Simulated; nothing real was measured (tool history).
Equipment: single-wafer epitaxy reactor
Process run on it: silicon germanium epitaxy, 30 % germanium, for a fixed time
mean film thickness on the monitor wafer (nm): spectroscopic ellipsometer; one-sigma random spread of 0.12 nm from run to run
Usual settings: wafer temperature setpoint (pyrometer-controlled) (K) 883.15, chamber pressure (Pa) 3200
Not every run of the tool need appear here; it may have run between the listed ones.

run,hour,wafer temperature setpoint (pyrometer-controlled) (K),chamber pressure (Pa),"read-back reference wafer on the same gauge, thickness_nm",mean film thickness on the monitor wafer (nm)
1,0.0,883.15,2586,69.990,68.741
2,12.7,873.15,3200,70.057,59.203
3,28.2,873.15,3200,69.994,59.192
4,37.2,873.15,3200,70.038,59.196
5,45.1,888.15,3200,70.005,78.806
6,68.2,883.15,3200,70.037,71.741
7,78.1,883.15,3200,70.009,71.797
8,90.8,883.15,3413,69.994,73.171
9,97.4,883.15,3413,70.000,72.805
10,124.6,888.15,2666,69.970,76.029
11,140.8,883.15,3200,69.999,71.895
12,150.5,883.15,3200,70.078,71.864
# hour 158.7: pyrometer calibrated
# hour 171.2: capacitance manometer re-zeroed and calibrated
13,171.7,883.15,3200,70.012,77.382
14,174.5,876.15,3200,70.008,67.762
15,183.8,876.15,3200,70.042,67.798
16,194.1,876.15,3200,70.006,67.594
17,203.1,883.15,2733,70.003,74.521
18,220.5,883.15,2733,69.998,74.481
19,234.5,878.15,3000,70.027,68.760
# hour 245.5: gauge calibrated
20,248.9,892.15,2733,70.007,88.010
21,265.7,883.15,3840,70.012,79.889
# hour 277.0: showerhead replaced
22,277.8,883.15,2853,69.992,74.850
23,287.2,889.15,2946,70.005,84.222
24,299.9,883.15,3200,70.006,76.518
25,308.4,877.15,2533,69.964,64.748
26,321.9,883.15,3200,70.052,76.205
27,336.3,877.15,3200,69.997,67.911
28,342.6,890.15,3626,69.954,89.452
29,350.4,871.15,3200,70.056,60.427
30,367.9,871.15,3200,70.005,60.357
31,377.6,883.15,3480,70.000,77.430
32,393.1,871.15,3760,69.991,62.485
33,400.3,883.15,2440,69.975,71.924
34,409.8,883.15,3200,69.958,75.636
35,442.4,883.15,3200,70.061,75.716
36,449.4,895.15,2946,69.997,92.861

Below, each run's measurement less what the same run would have read without the hidden state. Both values contain the same run-to-run variation, but the gauge's scatter may not be the same in both:
Hidden conditions of the tool in this case: wafer temperature above the value expected at the setpoint (K); true pressure above the setpoint (%); gauge reads high (%).
run,mean film thickness on the monitor wafer (nm)
1,-4.633
2,-4.067
3,-4.071
4,-4.074
5,-5.282
6,-4.861
7,-4.868
8,-4.966
9,-4.943
10,-5.126
11,-4.896
12,-4.898
13,+0.626
14,+0.536
15,+0.474
16,+0.405
17,+0.377
18,+0.256
19,+0.151
20,+0.074
21,-0.047
22,-0.121
23,-0.203
24,-0.265
25,-0.271
26,-0.401
27,-0.437
28,-0.612
29,-0.459
30,-0.541
31,-0.739
32,-0.678
33,-0.806
34,-0.899
35,-1.071
36,-1.336

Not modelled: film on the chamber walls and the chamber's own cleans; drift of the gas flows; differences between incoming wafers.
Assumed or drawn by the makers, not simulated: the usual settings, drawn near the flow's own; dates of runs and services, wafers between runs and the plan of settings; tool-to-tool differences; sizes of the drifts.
